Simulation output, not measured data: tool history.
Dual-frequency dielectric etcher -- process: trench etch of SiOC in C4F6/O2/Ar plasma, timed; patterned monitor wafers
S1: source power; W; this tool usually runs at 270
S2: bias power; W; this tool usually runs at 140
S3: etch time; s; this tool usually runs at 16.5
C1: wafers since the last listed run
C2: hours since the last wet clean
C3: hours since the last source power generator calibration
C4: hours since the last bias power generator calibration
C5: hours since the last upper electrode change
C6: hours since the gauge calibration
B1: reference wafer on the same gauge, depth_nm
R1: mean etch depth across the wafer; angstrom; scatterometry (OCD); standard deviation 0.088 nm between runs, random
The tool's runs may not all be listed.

| run | hour | S1 | S2 | S3 | C1 | C2 | C3 | C4 | C5 | C6 | B1 | R1 |
|---|---|---|---|---|---|---|---|---|---|---|---|---|
| 1 | 0.0 | 270 | 140 | 16.5 | 0 | 374.6 | 1365.7 | 2841.4 | 1028.9 | 842.3 | 28.18 | 254.0 |
|  | 40.4 | gauge calibrated |
|  | 84.0 | wet clean of the chamber |
| 2 | 84.5 | 270 | 140 | 16.5 | 669 | 0.5 | 1450.2 | 2925.9 | 1113.4 | 44.1 | 28.20 | 256.4 |
| 3 | 119.1 | 270 | 140 | 16.5 | 382 | 35.1 | 1484.8 | 2960.5 | 1148.0 | 78.7 | 28.17 | 257.1 |
| 4 | 159.2 | 270 | 140 | 16.5 | 443 | 75.2 | 1524.9 | 3000.6 | 1188.1 | 118.8 | 28.16 | 257.0 |
| 5 | 186.1 | 270 | 140 | 16.5 | 297 | 102.1 | 1551.8 | 3027.5 | 1215.0 | 145.7 | 28.21 | 256.9 |
| 6 | 218.5 | 270 | 140 | 16.5 | 358 | 134.5 | 1584.2 | 3059.9 | 1247.4 | 178.1 | 28.19 | 255.5 |
| 7 | 276.9 | 270 | 140 | 16.5 | 645 | 192.9 | 1642.6 | 3118.3 | 1305.8 | 236.5 | 28.20 | 255.5 |
| 8 | 346.2 | 270 | 140 | 16.5 | 766 | 262.2 | 1711.9 | 3187.6 | 1375.1 | 305.8 | 28.24 | 255.7 |
| 9 | 414.8 | 270 | 140 | 16.5 | 758 | 330.8 | 1780.5 | 3256.2 | 1443.7 | 374.4 | 28.19 | 252.7 |
| 10 | 452.0 | 270 | 140 | 16.5 | 411 | 368.0 | 1817.7 | 3293.4 | 1480.9 | 411.6 | 28.21 | 252.9 |
|  | 489.2 | wet clean of the chamber |
| 11 | 489.7 | 270 | 140 | 16.5 | 151 | 0.5 | 1855.4 | 3331.1 | 1518.6 | 449.3 | 28.22 | 256.4 |
|  | 505.7 | bias power generator calibrated |
| 12 | 534.3 | 270 | 140 | 16.5 | 449 | 45.1 | 1900.0 | 28.6 | 1563.2 | 493.9 | 28.22 | 256.8 |
| 13 | 579.2 | 240 | 163 | 16.5 | 496 | 90.0 | 1944.9 | 73.5 | 1608.1 | 538.8 | 28.21 | 257.3 |
| 14 | 611.3 | 210 | 157 | 16.5 | 355 | 122.1 | 1977.0 | 105.6 | 1640.2 | 570.9 | 28.24 | 238.8 |
| 15 | 681.6 | 220 | 140 | 13.5 | 777 | 192.4 | 2047.3 | 175.9 | 1710.5 | 641.2 | 28.22 | 190.8 |
| 16 | 718.3 | 320 | 140 | 18.5 | 405 | 229.1 | 2084.0 | 212.6 | 1747.2 | 677.9 | 28.21 | 305.4 |
|  | 790.9 | source power generator calibrated |
| 17 | 860.8 | 270 | 140 | 16.5 | 1531 | 371.6 | 69.9 | 355.1 | 1889.7 | 820.4 | 28.17 | 252.5 |
| 18 | 929.6 | 270 | 140 | 12.0 | 760 | 440.4 | 138.7 | 423.9 | 1958.5 | 889.2 | 28.19 | 184.0 |
|  | 958.2 | wet clean of the chamber |
|  | 970.6 | gauge calibrated |
|  | 1014.8 | upper electrode replaced |
| 19 | 1015.3 | 270 | 140 | 16.5 | 416 | 57.1 | 224.4 | 509.6 | 0.5 | 44.7 | 28.25 | 256.6 |
| 20 | 1056.7 | 270 | 140 | 16.5 | 457 | 98.5 | 265.8 | 551.0 | 41.9 | 86.1 | 28.20 | 257.2 |
| 21 | 1081.7 | 220 | 155 | 16.5 | 276 | 123.5 | 290.8 | 576.0 | 66.9 | 111.1 | 28.15 | 242.7 |
| 22 | 1150.2 | 270 | 140 | 14.5 | 757 | 192.0 | 359.3 | 644.5 | 135.4 | 179.6 | 28.21 | 224.2 |
| 23 | 1204.9 | 270 | 140 | 18.0 | 605 | 246.7 | 414.0 | 699.2 | 190.1 | 234.3 | 28.22 | 278.3 |
| 24 | 1245.5 | 270 | 140 | 16.5 | 449 | 287.3 | 454.6 | 739.8 | 230.7 | 274.9 | 28.20 | 252.2 |
| 25 | 1289.8 | 290 | 106 | 19.5 | 489 | 331.6 | 498.9 | 784.1 | 275.0 | 319.2 | 28.20 | 285.3 |

Here are 5 independent what-if runs from the current tool condition. What would each one return?
| A | 1290.2 | 270 | 140 | 16.5 | 4 | 332.0 | 499.3 | 784.5 | 275.4 | 319.6 | ? | ? |
| B | 1290.2 | 220 | 162 | 18.0 | 4 | 332.0 | 499.3 | 784.5 | 275.4 | 319.6 | ? | ? |
| C | 1290.2 | 290 | 125 | 20.5 | 4 | 332.0 | 499.3 | 784.5 | 275.4 | 319.6 | ? | ? |
| D | 1290.2 | 210 | 163 | 16.5 | 4 | 332.0 | 499.3 | 784.5 | 275.4 | 319.6 | ? | ? |
| E | 1290.2 | 330 | 129 | 15.0 | 4 | 332.0 | 499.3 | 784.5 | 275.4 | 319.6 | ? | ? |

| run | B1 | R1 |
|---|---|---|
| A | 28.21 | 255.0 |
| B | 28.21 | 267.8 |
| C | 28.21 | 315.0 |
| D | 28.21 | 241.2 |
| E | 28.21 | 245.7 |
Had the tool no hidden state, the same runs would have come out as:
| run | R1 |
|---|---|
| A | 258.0 |
| B | 270.9 |
| C | 318.7 |
| D | 244.0 |
| E | 248.6 |

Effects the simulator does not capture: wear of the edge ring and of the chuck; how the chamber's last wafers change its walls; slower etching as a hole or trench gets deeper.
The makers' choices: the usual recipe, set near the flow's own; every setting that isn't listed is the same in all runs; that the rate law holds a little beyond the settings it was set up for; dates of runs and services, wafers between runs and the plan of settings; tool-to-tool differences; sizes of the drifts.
